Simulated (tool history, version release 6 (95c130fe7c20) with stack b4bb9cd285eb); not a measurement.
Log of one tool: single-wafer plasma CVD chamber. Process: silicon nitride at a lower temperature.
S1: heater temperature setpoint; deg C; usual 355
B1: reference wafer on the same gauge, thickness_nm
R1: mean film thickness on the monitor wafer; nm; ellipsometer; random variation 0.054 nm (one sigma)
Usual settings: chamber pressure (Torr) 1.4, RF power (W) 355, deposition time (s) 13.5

{"run": 1, "hour": 0.0, "S1": 355, "chamber pressure (Torr)": 1.4, "RF power (W)": 355, "deposition time (s)": 13.5, "B1": 22.071, "R1": 18.797}
{"run": 2, "hour": 45.1, "S1": 355, "chamber pressure (Torr)": 1.4, "RF power (W)": 355, "deposition time (s)": 13.5, "B1": 22.062, "R1": 18.746}
{"run": 3, "hour": 121.8, "S1": 355, "chamber pressure (Torr)": 1.2, "RF power (W)": 355, "deposition time (s)": 12.6, "B1": 22.043, "R1": 16.829}
{"run": 4, "hour": 175.5, "S1": 355, "chamber pressure (Torr)": 1.4, "RF power (W)": 355, "deposition time (s)": 13.5, "B1": 22.031, "R1": 18.739}
{"run": 5, "hour": 240.1, "S1": 355, "chamber pressure (Torr)": 1.4, "RF power (W)": 355, "deposition time (s)": 13.5, "B1": 22.018, "R1": 18.93}
{"run": 6, "hour": 307.1, "S1": 365, "chamber pressure (Torr)": 1.4, "RF power (W)": 355, "deposition time (s)": 13.5, "B1": 21.991, "R1": 18.763}
{"run": 7, "hour": 378.7, "S1": 365, "chamber pressure (Torr)": 1.4, "RF power (W)": 355, "deposition time (s)": 13.5, "B1": 21.993, "R1": 18.735}
{"run": 8, "hour": 456.9, "S1": 365, "chamber pressure (Torr)": 1.4, "RF power (W)": 355, "deposition time (s)": 13.5, "B1": 21.976, "R1": 18.73}
{"run": 9, "hour": 532.3, "S1": 345, "chamber pressure (Torr)": 1.4, "RF power (W)": 355, "deposition time (s)": 13.5, "B1": 21.905, "R1": 18.758}
{"hour": 573.1, "done": "thermocouple changed; heater temperature recalibrated"}
{"run": 10, "hour": 586.9, "S1": 345, "chamber pressure (Torr)": 1.4, "RF power (W)": 355, "deposition time (s)": 13.5, "B1": 21.945, "R1": 18.817}
{"hour": 682.2, "done": "RF generator calibrated"}
{"run": 11, "hour": 682.8, "S1": 345, "chamber pressure (Torr)": 1.4, "RF power (W)": 355, "deposition time (s)": 13.5, "B1": 21.864, "R1": 18.759}
{"hour": 718.6, "done": "showerhead replaced"}
{"run": 12, "hour": 778.2, "S1": 355, "chamber pressure (Torr)": 1.4, "RF power (W)": 355, "deposition time (s)": 13.5, "B1": 21.875, "R1": 18.654}
{"run": 13, "hour": 836.3, "S1": 359, "chamber pressure (Torr)": 1.4, "RF power (W)": 355, "deposition time (s)": 13.5, "B1": 21.868, "R1": 18.541}
{"run": 14, "hour": 909.5, "S1": 350, "chamber pressure (Torr)": 1.14, "RF power (W)": 305, "deposition time (s)": 15.7, "B1": 21.829, "R1": 18.404}
{"run": 15, "hour": 946.9, "S1": 349, "chamber pressure (Torr)": 1.1, "RF power (W)": 355, "deposition time (s)": 13.5, "B1": 21.846, "R1": 17.484}
{"hour": 983.0, "done": "capacitance manometer re-zeroed and calibrated"}
{"run": 16, "hour": 1034.1, "S1": 355, "chamber pressure (Torr)": 1.7, "RF power (W)": 405, "deposition time (s)": 13.5, "B1": 21.809, "R1": 21.409}
{"hour": 1172.0, "done": "gauge calibrated"}
{"run": 17, "hour": 1254.0, "S1": 355, "chamber pressure (Torr)": 1.4, "RF power (W)": 355, "deposition time (s)": 13.5, "B1": 22.144, "R1": 18.96}
{"run": 18, "hour": 1342.2, "S1": 367, "chamber pressure (Torr)": 1.71, "RF power (W)": 355, "deposition time (s)": 13.5, "B1": 22.147, "R1": 19.919}
{"run": 19, "hour": 1390.4, "S1": 355, "chamber pressure (Torr)": 1.4, "RF power (W)": 355, "deposition time (s)": 13.5, "B1": 22.159, "R1": 19.003}
{"run": 20, "hour": 1443.6, "S1": 349, "chamber pressure (Torr)": 1.1, "RF power (W)": 355, "deposition time (s)": 13.5, "B1": 22.138, "R1": 17.772}
{"run": 21, "hour": 1500.4, "S1": 345, "chamber pressure (Torr)": 1.16, "RF power (W)": 355, "deposition time (s)": 13.5, "B1": 22.134, "R1": 18.064}
{"run": 22, "hour": 1548.0, "S1": 355, "chamber pressure (Torr)": 1.4, "RF power (W)": 355, "deposition time (s)": 13.5, "B1": 22.142, "R1": 19.024}
{"run": 23, "hour": 1620.6, "S1": 366, "chamber pressure (Torr)": 1.27, "RF power (W)": 325, "deposition time (s)": 15.4, "B1": 22.133, "R1": 19.654}
{"run": 24, "hour": 1714.1, "S1": 355, "chamber pressure (Torr)": 1.28, "RF power (W)": 330, "deposition time (s)": 13.5, "B1": 22.135, "R1": 17.506}
{"run": 25, "hour": 1786.3, "S1": 344, "chamber pressure (Torr)": 1.57, "RF power (W)": 285, "deposition time (s)": 14.5, "B1": 22.096, "R1": 17.759}
{"run": 26, "hour": 1848.8, "S1": 355, "chamber pressure (Torr)": 1.06, "RF power (W)": 315, "deposition time (s)": 11.8, "B1": 22.114, "R1": 13.907}

The same runs without the tool's hidden state, with the same run-to-run variation:
The hidden state here: wafer temperature above the value expected at the setpoint (K); delivered RF power above the setpoint (%); true pressure above the setpoint (%); gauge reads high (%).
run=1 R1=18.839
run=2 R1=18.794
run=3 R1=16.882
run=4 R1=18.805
run=5 R1=19.008
run=6 R1=18.851
run=7 R1=18.835
run=8 R1=18.845
run=9 R1=18.89
run=10 R1=18.96
run=11 R1=18.924
run=12 R1=18.842
run=13 R1=18.743
run=14 R1=18.625
run=15 R1=17.703
run=16 R1=21.706
run=17 R1=18.922
run=18 R1=19.881
run=19 R1=18.969
run=20 R1=17.742
run=21 R1=18.037
run=22 R1=18.997
run=23 R1=19.633
run=24 R1=17.494
run=25 R1=17.753
run=26 R1=13.908
